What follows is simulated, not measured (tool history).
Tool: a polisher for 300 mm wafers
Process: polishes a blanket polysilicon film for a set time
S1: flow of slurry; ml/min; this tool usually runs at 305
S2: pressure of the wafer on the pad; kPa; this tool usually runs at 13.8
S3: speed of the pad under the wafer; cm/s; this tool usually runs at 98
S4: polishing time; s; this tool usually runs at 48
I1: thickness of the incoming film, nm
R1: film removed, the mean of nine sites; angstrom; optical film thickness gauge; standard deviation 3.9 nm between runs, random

run	hour	S1	S2	S3	S4	I1	R1
1	0	305	13.8	98	48	1767.8	2483
2	75.1	305	13.8	98	48	1762.3	2565
3	178.4	305	13.8	98	48	1775.5	2591
4	252.7	305	13.8	98	48	1783.7	2546
5	301.9	305	13.8	98	48	1798.1	2528
6	343.8	305	13.8	98	48	1777.4	2538
7	602.3	305	13.8	98	48	1774.4	2517
8	640.7	305	13.8	98	48	1763.7	2516
9	713.8	305	13.8	98	48	1771.1	2751
10	774.3	305	13.8	98	48	1766.6	2763
11	841.2	305	13.8	98	48	1785.6	2816
12	936.5	305	12.4	98	48	1753.9	2327
13	1033.9	305	12.4	98	48	1757.1	2287
14	1139.1	305	13.8	98	48	1769.7	2426
15	1207	305	13.8	98	48	1762.3	2507
16	1249	305	13.8	98	48	1754.3	2700
17	1308.9	305	13.8	120	35	1766.6	2456
18	1363.4	305	13.8	98	48	1745.9	2685
19	1451.4	305	13.8	98	48	1774.5	2716
20	1533.7	375	13.8	118	48	1743.3	3305
21	1610.4	345	9.7	74	52	1756.6	1618
22	1689.7	305	9	98	34	1771.8	1165
23	1793.5	230	9.7	116	58	1784.9	2601
24	1895.4	230	9.7	108	65	1741.6	2782
25	1950	305	13.8	98	48	1767.3	2543
26	2007.1	230	9.7	108	65	1764.9	2735
27	2087.7	305	13.8	98	48	1759.1	2538
28	2142	305	13.8	98	48	1792.8	2493
29	2183.3	260	15.9	122	33	1785	2397
30	2219.7	305	13.8	98	48	1792.7	2508
31	2309.7	305	13.8	98	48	1767.9	2381
32	2393.3	255	15.9	98	55	1758.7	3420
33	2493.3	305	15.2	128	48	1728.7	3722
34	2577.4	305	13.8	132	43	1758.9	3119
35	2680.9	305	16.5	114	48	1766.2	3565

The log once held 15 entries between its listed runs, left out of this copy. Where does each go, and what is different about the tool's unlogged condition between the listed run before it and the listed run after it?
After run 1, before run 2: slurry nozzle cleaned (hour 27.1)
  removal rate lost through wear of the pad, %: 9.22 -> 10.4; deviation of the head's pressure from its setpoint, %: 7.31 -> 9.41
  measured less the result without the state, R1: -90 -> -83 angstrom
After run 2, before run 3: worn pad replaced by a new one (hour 95.8); head pressure recalibrated (hour 174.2)
  removal rate lost through wear of the pad, %: 10.4 -> 1.57; deviation of the head's pressure from its setpoint, %: 9.41 -> -0.379
  measured less the result without the state, R1: -83 -> -50 angstrom
After run 6, before run 7: slurry nozzle cleaned (hour 549.9)
  removal rate lost through wear of the pad, %: 4.19 -> 8.28; deviation of the head's pressure from its setpoint, %: 0.314 -> 4.04
  measured less the result without the state, R1: -103 -> -134 angstrom
After run 8, before run 9: worn pad replaced by a new one (hour 690.5)
  removal rate lost through wear of the pad, %: 8.88 -> 0.893; deviation of the head's pressure from its setpoint, %: 4.87 -> 6.64
  measured less the result without the state, R1: -134 -> +126 angstrom
After run 11, before run 12: head pressure recalibrated (hour 867.1)
  removal rate lost through wear of the pad, %: 2.91 -> 4.42; deviation of the head's pressure from its setpoint, %: 10.3 -> 0.967
  measured less the result without the state, R1: +153 -> -88 angstrom
After run 13, before run 14: slurry nozzle cleaned (hour 1060.5)
  removal rate lost through wear of the pad, %: 5.96 -> 7.62; deviation of the head's pressure from its setpoint, %: 1.52 -> 2.63
  measured less the result without the state, R1: -113 -> -142 angstrom
After run 15, before run 16: worn pad replaced by a new one (hour 1218.4)
  removal rate lost through wear of the pad, %: 8.7 -> 1.29; deviation of the head's pressure from its setpoint, %: 3.64 -> 4.37
  measured less the result without the state, R1: -155 -> +64 angstrom
After run 20, before run 21: slurry nozzle cleaned (hour 1565.3)
  removal rate lost through wear of the pad, %: 5.8 -> 7.01; deviation of the head's pressure from its setpoint, %: 11.6 -> 14.2
  measured less the result without the state, R1: +115 -> +67 angstrom
After run 21, before run 22: head pressure recalibrated (hour 1649)
  removal rate lost through wear of the pad, %: 7.01 -> 8.27; deviation of the head's pressure from its setpoint, %: 14.2 -> -1.71
  measured less the result without the state, R1: +67 -> -124 angstrom
After run 22, before run 23: worn pad replaced by a new one (hour 1775.1)
  removal rate lost through wear of the pad, %: 8.27 -> 2.22; deviation of the head's pressure from its setpoint, %: -1.71 -> -1.25
  measured less the result without the state, R1: -124 -> -88 angstrom
After run 27, before run 28: slurry nozzle cleaned (hour 2128.8)
  removal rate lost through wear of the pad, %: 6.87 -> 7.73; deviation of the head's pressure from its setpoint, %: 2.89 -> 4.11
  measured less the result without the state, R1: -121 -> -116 angstrom
After run 30, before run 31: head pressure recalibrated (hour 2298.3)
  removal rate lost through wear of the pad, %: 8.96 -> 10.4; deviation of the head's pressure from its setpoint, %: 6.1 -> 1.73
  measured less the result without the state, R1: -109 -> -237 angstrom
After run 31, before run 32: worn pad replaced by a new one (hour 2392.8)
  removal rate lost through wear of the pad, %: 10.4 -> 0.312; deviation of the head's pressure from its setpoint, %: 1.73 -> 1.95
  measured less the result without the state, R1: -237 -> +46 angstrom
After run 34, before run 35: slurry nozzle cleaned (hour 2660.6)
  removal rate lost through wear of the pad, %: 3.23 -> 4.86; deviation of the head's pressure from its setpoint, %: 3.61 -> 5.26
  measured less the result without the state, R1: -7 -> -20 angstrom

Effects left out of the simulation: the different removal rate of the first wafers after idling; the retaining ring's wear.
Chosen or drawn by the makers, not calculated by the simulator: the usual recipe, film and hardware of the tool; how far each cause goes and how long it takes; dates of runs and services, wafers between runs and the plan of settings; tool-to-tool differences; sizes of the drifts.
